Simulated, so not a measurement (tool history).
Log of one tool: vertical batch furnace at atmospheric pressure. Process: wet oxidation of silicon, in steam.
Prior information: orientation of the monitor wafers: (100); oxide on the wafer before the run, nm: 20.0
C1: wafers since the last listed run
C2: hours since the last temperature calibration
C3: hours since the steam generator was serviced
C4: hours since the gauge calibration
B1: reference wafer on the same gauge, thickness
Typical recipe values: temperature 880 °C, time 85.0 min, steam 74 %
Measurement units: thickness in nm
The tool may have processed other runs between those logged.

Run 1, day 0.000: usual settings; C1 0; C2 1355.5; C3 1328.4; C4 1248.9; B1 118.01. Result: thickness 139.11 nm.
Run 2, day 1.104: usual settings; C1 256; C2 1382.0; C3 1354.9; C4 1275.4; B1 118.05. Result: thickness 138.90 nm.
Run 3, day 2.025: usual settings but time 62.5 min; C1 214; C2 1404.1; C3 1377.0; C4 1297.5; B1 117.86. Result: thickness 109.85 nm.
Run 4, day 3.183: usual settings but time 62.5 min; C1 269; C2 1431.9; C3 1404.8; C4 1325.3; B1 118.08. Result: thickness 108.39 nm.
At day 3.525: gauge calibrated.
Run 5, day 3.842: usual settings but time 62.5 min; C1 153; C2 1447.7; C3 1420.6; C4 7.6; B1 118.13. Result: thickness 108.84 nm.
At day 5.362: steam generator serviced.
Run 6, day 5.383: usual settings but steam 81 %; C1 125; C2 1484.7; C3 0.5; C4 44.6; B1 118.03. Result: thickness 154.30 nm.
Run 7, day 5.608: usual settings; C1 52; C2 1490.1; C3 5.9; C4 50.0; B1 118.03. Result: thickness 144.04 nm.
Run 8, day 6.442: usual settings; C1 193; C2 1510.1; C3 25.9; C4 70.0; B1 117.98. Result: thickness 144.38 nm.
Run 9, day 7.142: usual settings; C1 162; C2 1526.9; C3 42.7; C4 86.8; B1 117.88. Result: thickness 144.04 nm.
Run 10, day 8.112: usual settings; C1 225; C2 1550.2; C3 66.0; C4 110.1; B1 117.97. Result: thickness 145.94 nm.
Run 11, day 8.975: usual settings; C1 200; C2 1570.9; C3 86.7; C4 130.8; B1 117.97. Result: thickness 143.21 nm.
Run 12, day 10.017: usual settings but steam 82 %; C1 242; C2 1595.9; C3 111.7; C4 155.8; B1 118.07. Result: thickness 156.63 nm.
Run 13, day 10.750: usual settings but steam 82 %; C1 170; C2 1613.5; C3 129.3; C4 173.4; B1 117.82. Result: thickness 157.04 nm.
Run 14, day 11.800: usual settings but temperature 888 °C, steam 64 %; C1 244; C2 1638.7; C3 154.5; C4 198.6; B1 118.07. Result: thickness 142.49 nm.
Run 15, day 12.512: usual settings but temperature 896 °C, time 64.5 min, steam 80 %; C1 165; C2 1655.8; C3 171.6; C4 215.7; B1 117.91. Result: thickness 153.37 nm.
Run 16, day 13.362: usual settings but temperature 896 °C, time 42.5 min, steam 78 %; C1 197; C2 1676.2; C3 192.0; C4 236.1; B1 118.00. Result: thickness 108.24 nm.
Run 17, day 13.925: usual settings but temperature 900 °C, steam 80 %; C1 130; C2 1689.7; C3 205.5; C4 249.6; B1 118.10. Result: thickness 197.32 nm.
Run 18, day 14.442: usual settings but time 124.5 min, steam 64 %; C1 120; C2 1702.1; C3 217.9; C4 262.0; B1 118.17. Result: thickness 172.54 nm.

For run 19, what comes out?
Run 19, day 15.900: usual settings; C1 339; C2 1737.1; C3 252.9; C4 297.0; B1 ?. Result: thickness ?.

B1: 118.14
thickness: 143.60 nm
With the hidden condition absent and the run-to-run variation left alone, this run would have shown thickness 144.97 nm.

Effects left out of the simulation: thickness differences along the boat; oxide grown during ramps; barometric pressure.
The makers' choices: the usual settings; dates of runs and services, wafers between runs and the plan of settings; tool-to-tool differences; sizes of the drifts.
